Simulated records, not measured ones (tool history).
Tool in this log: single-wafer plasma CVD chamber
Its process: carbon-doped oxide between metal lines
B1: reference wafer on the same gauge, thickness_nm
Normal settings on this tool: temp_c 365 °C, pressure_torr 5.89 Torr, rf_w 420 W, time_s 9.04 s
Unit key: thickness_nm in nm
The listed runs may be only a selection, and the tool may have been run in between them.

{"run": 1, "day": 0.0, "temp_c": 365, "pressure_torr": 5.89, "rf_w": 395, "time_s": 9.81, "B1": 34.619, "thickness_nm": 40.267}
{"run": 2, "day": 2.238, "temp_c": 365, "pressure_torr": 5.89, "rf_w": 395, "time_s": 9.81, "B1": 34.586, "thickness_nm": 39.568}
{"run": 3, "day": 4.871, "temp_c": 365, "pressure_torr": 5.89, "rf_w": 395, "time_s": 9.81, "B1": 34.554, "thickness_nm": 39.862}
{"run": 4, "day": 6.567, "temp_c": 365, "pressure_torr": 5.89, "rf_w": 420, "time_s": 9.04, "B1": 34.613, "thickness_nm": 38.473}
{"run": 5, "day": 7.842, "temp_c": 365, "pressure_torr": 5.89, "rf_w": 420, "time_s": 9.04, "B1": 34.631, "thickness_nm": 39.056}
{"run": 6, "day": 10.783, "temp_c": 365, "pressure_torr": 5.89, "rf_w": 420, "time_s": 8.41, "B1": 34.587, "thickness_nm": 36.066}
{"run": 7, "day": 13.067, "temp_c": 365, "pressure_torr": 5.89, "rf_w": 420, "time_s": 8.41, "B1": 34.6, "thickness_nm": 35.665}
{"run": 8, "day": 15.929, "temp_c": 365, "pressure_torr": 5.89, "rf_w": 420, "time_s": 8.41, "B1": 34.569, "thickness_nm": 36.105}
{"run": 9, "day": 18.438, "temp_c": 365, "pressure_torr": 4.74, "rf_w": 420, "time_s": 9.04, "B1": 34.569, "thickness_nm": 38.183}
{"run": 10, "day": 19.962, "temp_c": 365, "pressure_torr": 5.89, "rf_w": 420, "time_s": 9.04, "B1": 34.608, "thickness_nm": 38.924}

Run 11 comes next. What will it give?
{"day": 20.367, "done": "gauge calibrated"}
{"run": 11, "day": 22.229, "temp_c": 365, "pressure_torr": 5.89, "rf_w": 420, "time_s": 7.37, "B1": "?", "thickness_nm": "?"}

{"run 11": {"B1": 34.639, "thickness_nm": 31.847}}
If the tool had no hidden condition, the same run with the same run-to-run variation would have returned thickness_nm 31.847 nm.
